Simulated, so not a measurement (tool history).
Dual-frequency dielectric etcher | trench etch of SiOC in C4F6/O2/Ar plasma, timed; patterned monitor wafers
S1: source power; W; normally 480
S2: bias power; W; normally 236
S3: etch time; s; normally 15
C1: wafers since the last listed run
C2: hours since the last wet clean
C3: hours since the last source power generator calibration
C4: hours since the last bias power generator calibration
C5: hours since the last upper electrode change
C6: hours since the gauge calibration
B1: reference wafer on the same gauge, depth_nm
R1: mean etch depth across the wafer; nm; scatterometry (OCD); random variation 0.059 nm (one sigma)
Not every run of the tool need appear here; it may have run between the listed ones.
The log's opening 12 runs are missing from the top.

| run | hour | S1 | S2 | S3 | C1 | C2 | C3 | C4 | C5 | C6 | B1 | R1 |
|---|---|---|---|---|---|---|---|---|---|---|---|---|
| 13 | 179.7 | 480 | 236 | 15 | 298 | 58.8 | 60.3 | 4293 | 34.4 | 142.2 | 33.31 | 39.33 |
|  | 196.4 | bias power generator calibrated |
| 14 | 209.9 | 430 | 236 | 17.5 | 473 | 89 | 90.5 | 13.5 | 64.6 | 172.4 | 33.31 | 43.02 |
| 15 | 216.4 | 430 | 236 | 17.5 | 117 | 95.5 | 97 | 20 | 71.1 | 178.9 | 33.29 | 43.06 |
| 16 | 226.2 | 430 | 284 | 14 | 177 | 105.3 | 106.8 | 29.8 | 80.9 | 188.7 | 33.3 | 35.81 |
|  | 231 | gauge calibrated |
| 17 | 234 | 560 | 215 | 17 | 141 | 113.1 | 114.6 | 37.6 | 88.7 | 3 | 33.29 | 47.86 |
| 18 | 248.2 | 550 | 236 | 17 | 256 | 127.3 | 128.8 | 51.8 | 102.9 | 17.2 | 33.31 | 48 |
| 19 | 255.9 | 480 | 236 | 15 | 139 | 135 | 136.5 | 59.5 | 110.6 | 24.9 | 33.31 | 39.32 |
| 20 | 265 | 580 | 290 | 12.5 | 164 | 144.1 | 145.6 | 68.6 | 119.7 | 34 | 33.3 | 37.83 |
| 21 | 276.1 | 360 | 212 | 19 | 200 | 155.2 | 156.7 | 79.7 | 130.8 | 45.1 | 33.3 | 40.87 |
| 22 | 289.3 | 480 | 236 | 12.5 | 238 | 168.4 | 169.9 | 92.9 | 144 | 58.3 | 33.31 | 32.72 |
| 23 | 296.4 | 390 | 189 | 15 | 128 | 175.5 | 177 | 100 | 151.1 | 65.4 | 33.31 | 33.18 |
| 24 | 302.7 | 480 | 188 | 13 | 113 | 181.8 | 183.3 | 106.3 | 157.4 | 71.7 | 33.28 | 32.76 |
| 25 | 315.6 | 360 | 288 | 12.5 | 233 | 194.7 | 196.2 | 119.2 | 170.3 | 84.6 | 33.29 | 28.52 |
| 26 | 327.5 | 480 | 236 | 17.5 | 215 | 206.6 | 208.1 | 131.1 | 182.2 | 96.5 | 33.3 | 45.79 |
| 27 | 342.5 | 480 | 236 | 15 | 271 | 221.6 | 223.1 | 146.1 | 197.2 | 111.5 | 33.3 | 39.23 |
| 28 | 353.7 | 590 | 273 | 13 | 202 | 232.8 | 234.3 | 157.3 | 208.4 | 122.7 | 33.3 | 39.18 |
| 29 | 368 | 480 | 236 | 19 | 258 | 247.1 | 248.6 | 171.6 | 222.7 | 137 | 33.3 | 49.58 |
| 30 | 375.9 | 370 | 260 | 18.5 | 142 | 255 | 256.5 | 179.5 | 230.6 | 144.9 | 33.3 | 41.98 |
| 31 | 389.8 | 480 | 284 | 15 | 251 | 268.9 | 270.4 | 193.4 | 244.5 | 158.8 | 33.31 | 40.55 |

Consider 3 possible next runs. They are alternatives, not a sequence: every one starts from the tool as it was left by run 31. What does each give?
| A | 390.2 | 480 | 236 | 15 | 7 | 269.3 | 270.8 | 193.8 | 244.9 | 159.2 | ? | ? |
| B | 390.2 | 480 | 255 | 12.5 | 7 | 269.3 | 270.8 | 193.8 | 244.9 | 159.2 | ? | ? |
| C | 390.2 | 560 | 253 | 13 | 7 | 269.3 | 270.8 | 193.8 | 244.9 | 159.2 | ? | ? |

| run | B1 | R1 |
|---|---|---|
| A | 33.29 | 39.14 |
| B | 33.29 | 33.11 |
| C | 33.29 | 37.43 |
With no hidden state in the tool, these same runs would have given:
| run | R1 |
|---|---|
| A | 39.54 |
| B | 33.45 |
| C | 37.81 |

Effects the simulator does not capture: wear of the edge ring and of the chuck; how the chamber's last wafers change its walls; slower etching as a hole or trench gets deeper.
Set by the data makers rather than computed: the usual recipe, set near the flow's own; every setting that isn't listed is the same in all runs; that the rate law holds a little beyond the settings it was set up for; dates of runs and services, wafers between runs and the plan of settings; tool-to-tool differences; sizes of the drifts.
